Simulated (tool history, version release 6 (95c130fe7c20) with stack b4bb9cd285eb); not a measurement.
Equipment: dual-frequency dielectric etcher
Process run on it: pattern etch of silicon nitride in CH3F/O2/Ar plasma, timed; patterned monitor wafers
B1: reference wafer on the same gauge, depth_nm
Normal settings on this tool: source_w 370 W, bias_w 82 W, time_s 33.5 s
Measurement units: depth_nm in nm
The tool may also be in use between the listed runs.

run 1 day=0.000 | source_w=370 bias_w=82 time_s=33.5 | B1=26.36 | depth_nm=24.65
run 2 day=0.267 | source_w=370 bias_w=82 time_s=33.5 | B1=26.21 | depth_nm=24.53
run 3 day=0.688 | source_w=370 bias_w=82 time_s=33.5 | B1=26.37 | depth_nm=24.61
run 4 day=1.100 | source_w=370 bias_w=82 time_s=33.5 | B1=26.29 | depth_nm=24.32
run 5 day=1.558 | source_w=370 bias_w=82 time_s=33.5 | B1=26.33 | depth_nm=24.51
run 6 day=1.879 | source_w=370 bias_w=82 time_s=33.5 | B1=26.30 | depth_nm=24.58
run 7 day=2.333 | source_w=370 bias_w=82 time_s=33.5 | B1=26.30 | depth_nm=24.54
run 8 day=2.746 | source_w=370 bias_w=82 time_s=33.5 | B1=26.28 | depth_nm=24.39
run 9 day=3.300 | source_w=370 bias_w=82 time_s=33.5 | B1=26.27 | depth_nm=24.43
run 10 day=4.138 | source_w=370 bias_w=82 time_s=33.5 | B1=26.31 | depth_nm=24.16
-- day=4.796 bias power generator calibrated
-- day=5.267 gauge calibrated
-- day=5.296 wet clean of the chamber
run 11 day=5.317 | source_w=370 bias_w=82 time_s=33.5 | B1=26.26 | depth_nm=23.42
run 12 day=5.329 | source_w=300 bias_w=82 time_s=37.0 | B1=26.26 | depth_nm=24.64
-- day=6.017 source power generator calibrated
run 13 day=6.038 | source_w=450 bias_w=63 time_s=39.0 | B1=26.30 | depth_nm=26.11
-- day=7.171 wet clean of the chamber, repeated, since the last time left the tool worse
-- day=7.300 upper electrode replaced
run 14 day=7.321 | source_w=370 bias_w=82 time_s=43.0 | B1=26.25 | depth_nm=32.34
run 15 day=7.333 | source_w=410 bias_w=64 time_s=25.0 | B1=26.30 | depth_nm=17.35
run 16 day=7.346 | source_w=410 bias_w=82 time_s=39.5 | B1=26.25 | depth_nm=30.31
run 17 day=7.767 | source_w=300 bias_w=95 time_s=38.0 | B1=26.28 | depth_nm=28.71
run 18 day=8.342 | source_w=370 bias_w=82 time_s=33.5 | B1=26.36 | depth_nm=25.40
run 19 day=8.838 | source_w=370 bias_w=76 time_s=41.5 | B1=26.24 | depth_nm=30.45
run 20 day=9.350 | source_w=390 bias_w=82 time_s=30.5 | B1=26.31 | depth_nm=23.15
run 21 day=9.862 | source_w=370 bias_w=82 time_s=33.5 | B1=26.29 | depth_nm=24.97

Branching from run 21: 3 alternative next runs. What would each branch give?
run A day=9.879 | source_w=370 bias_w=77 time_s=33.5 | B1=? | depth_nm=?
run B day=9.879 | source_w=290 bias_w=92 time_s=27.0 | B1=? | depth_nm=?
run C day=9.879 | source_w=290 bias_w=89 time_s=27.5 | B1=? | depth_nm=?

run=A B1=26.25 depth_nm=24.60
run=B B1=26.25 depth_nm=20.11
run=C B1=26.25 depth_nm=20.19
With the hidden condition removed and each run's random variation left untouched, the same runs would have given:
run=A depth_nm=24.69
run=B depth_nm=20.18
run=C depth_nm=20.27
